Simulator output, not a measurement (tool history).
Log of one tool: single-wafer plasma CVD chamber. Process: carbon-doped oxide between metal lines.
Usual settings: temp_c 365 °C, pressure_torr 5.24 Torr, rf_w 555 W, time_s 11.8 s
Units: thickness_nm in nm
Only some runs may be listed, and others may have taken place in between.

run   hour  temp_c  pressure_torr  rf_w  time_s  wafers since the last listed run  hours since the last thermocouple change  hours since the last RF generator calibration  hours since the last manometer calibration  hours since the showerhead was replaced  hours since the gauge calibration  read-back reference wafer on the same gauge, thickness_nm  thickness_nm
  1      0     365           5.24   555    11.8                                 0                                    2246.1                                          577.3                                      2896.1                                   4888.3                              150.4                                                      64.86        63.735
  2   17.6     365           5.24   555    11.8                               414                                    2263.7                                          594.9                                      2913.7                                   4905.9                                168                                                     64.868        63.708
  3   29.7     365           5.24   555    11.8                               285                                    2275.8                                            607                                      2925.8                                     4918                              180.1                                                      64.95        63.439
  4  115.6     365           5.24   555    11.8                              2024                                    2361.7                                          692.9                                      3011.7                                   5003.9                                266                                                      64.94        63.239
  5  135.9     365           5.24   555    11.8                               478                                      2382                                          713.2                                        3032                                   5024.2                              286.3                                                     64.926          62.9
     147.5  -- RF generator calibrated
     165.3  -- gauge calibrated
  6  185.8     365           5.24   555    11.8                               987                                    2431.9                                           38.3                                      3081.9                                   5074.1                               20.5                                                     64.896        60.524
     223.2  -- RF generator calibrated, repeated, since the last time left the tool worse
  7  223.7     365           5.24   555    11.8                               704                                    2469.8                                            0.5                                      3119.8                                     5112                               58.4                                                     64.935        66.394
     250.9  -- capacitance manometer re-zeroed and calibrated
  8  251.4     365           5.83   555    12.8                               464                                    2497.5                                           28.2                                         0.5                                   5139.7                               86.1                                                     64.868        72.662
  9  268.9     365           5.24   555    11.8                               412                                      2515                                           45.7                                          18                                   5157.2                              103.6                                                      64.86        66.159
 10  281.9     365           3.94   465    10.4                               306                                      2528                                           58.7                                          31                                   5170.2                              116.6                                                     64.867        48.276
       308  -- showerhead replaced
     320.9  -- thermocouple changed; heater temperature recalibrated
 11  321.4     365           4.28   555    12.9                               553                                       0.5                                           98.2                                        70.5                                     13.4                              156.1                                                     64.921        70.566
 12  335.4     365           5.24   500    11.8                               329                                      14.5                                          112.2                                        84.5                                     27.4                              170.1                                                     64.852        60.448
 13    368     365           6.27   465    13.3                               768                                      47.1                                          144.8                                       117.1                                       60                              202.7                                                     64.874        63.813
 14  387.4     365           5.24   555    11.8                               457                                      66.5                                          164.2                                       136.5                                     79.4                              222.1                                                     64.931          65.2
 15  403.3     365           5.24   555    11.8                               374                                      82.4                                          180.1                                       152.4                                     95.3                                238                                                     64.903         65.79

Each row is a separate what-if for the run after 15, all from the same tool condition, not one after another. Results?
  A  403.7     365           5.24   555    11.8                                 9                                      82.8                                          180.5                                       152.8                                     95.7                              238.4                                                          ?             ?
  B  403.7     365           4.03   555    12.6                                 9                                      82.8                                          180.5                                       152.8                                     95.7                              238.4                                                          ?             ?
  C  403.7     365           4.41   510    11.8                                 9                                      82.8                                          180.5                                       152.8                                     95.7                              238.4                                                          ?             ?
  D  403.7     365           4.18   555    13.6                                 9                                      82.8                                          180.5                                       152.8                                     95.7                              238.4                                                          ?             ?

run  read-back reference wafer on the same gauge, thickness_nm  thickness_nm
  A                                                     64.887        66.281
  B                                                     64.887        68.719
  C                                                     64.887        60.478
  D                                                     64.887        74.352
With no hidden state in the tool, these same runs would have given:
run  thickness_nm
  A        67.161
  B        69.631
  C        61.306
  D        75.339

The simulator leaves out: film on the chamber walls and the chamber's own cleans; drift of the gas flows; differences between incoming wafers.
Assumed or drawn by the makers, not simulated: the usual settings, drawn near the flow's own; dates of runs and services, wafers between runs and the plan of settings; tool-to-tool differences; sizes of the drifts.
